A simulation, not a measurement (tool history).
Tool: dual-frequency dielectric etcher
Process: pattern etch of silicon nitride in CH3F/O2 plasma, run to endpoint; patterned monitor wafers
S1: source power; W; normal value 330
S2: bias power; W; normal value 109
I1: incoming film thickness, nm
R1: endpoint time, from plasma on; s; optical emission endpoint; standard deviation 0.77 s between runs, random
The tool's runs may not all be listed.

run,day,S1,S2,I1,R1
1,0,310,109,110.8,111
2,1.925,310,109,111.8,112.5
3,3.796,390,99,111.3,111.5
4,6.175,330,109,110.9,111.1
5,7.629,330,109,110.8,112.5
6,9.588,330,109,111.2,112.4
7,12.571,330,102,110.7,116.3
8,15.138,330,102,110.2,115.1
9,16.338,330,128,113.3,110.5
10,17.838,330,109,111.1,114.8
11,18.904,330,109,111,115.2
12,21.746,330,109,111.3,115.5
13,24.733,330,109,111.1,116.8
# day 26.196: wet clean of the chamber
14,26.217,330,109,111,108.8
15,28.579,330,87,111.3,117.4
16,30.588,380,91,109.7,110.9
# day 32.488: upper electrode replaced
17,32.621,390,102,111.6,108.8
# day 33.704: source power generator calibrated
18,35.146,290,93,110.7,119.6
19,36.35,280,122,111.2,110
20,38.046,310,125,110.4,107.1
21,39.667,330,109,110.6,110.8
22,41.921,330,109,111.3,112
23,43.908,280,117,110.9,114.3
24,46.583,410,95,111.3,113.4
# day 49.388: bias power generator calibrated
25,49.408,370,117,111.1,109
26,51.075,310,102,112.3,120.4
# day 52.842: wet clean of the chamber
27,52.862,410,109,111.1,104.8
28,54.088,330,109,111.3,110
29,55.483,330,98,111.3,113.5
30,58.05,330,109,109.1,108.2
31,59.962,330,99,111,114.2
32,61.033,260,123,112.8,113.7
33,62.092,370,120,111.1,106.5
34,64.783,290,131,110.2,107.9
35,67.225,330,109,110.7,112.6

Some steps in R1, run to run, broken into two amounts with sign: the step expected even without the hidden condition (settings, incoming material, random variation), and the rest, left for the hidden condition together with whatever gauge scatter is not in both the measured and the hidden-condition-free result:
What the log doesn't record here: etch rate over this chamber's usual, %; source power that arrives over what is set, %; bias power that arrives over what is set, %.
Run 13 -> 14: wet clean of the chamber. R1 -8 s: hidden state -8.5, all else +0.5.
Run 17 -> 18: S1 390 -> 290, S2 102 -> 93, source power generator calibrated. R1 +10.8 s: hidden state +0.7, all else +10.1.
Run 25 -> 26: S1 370 -> 310, S2 117 -> 102. R1 +11.4 s: hidden state +1, all else +10.4.
Run 26 -> 27: S1 310 -> 410, S2 102 -> 109, wet clean of the chamber. R1 -15.6 s: hidden state -5.8, all else -9.8.
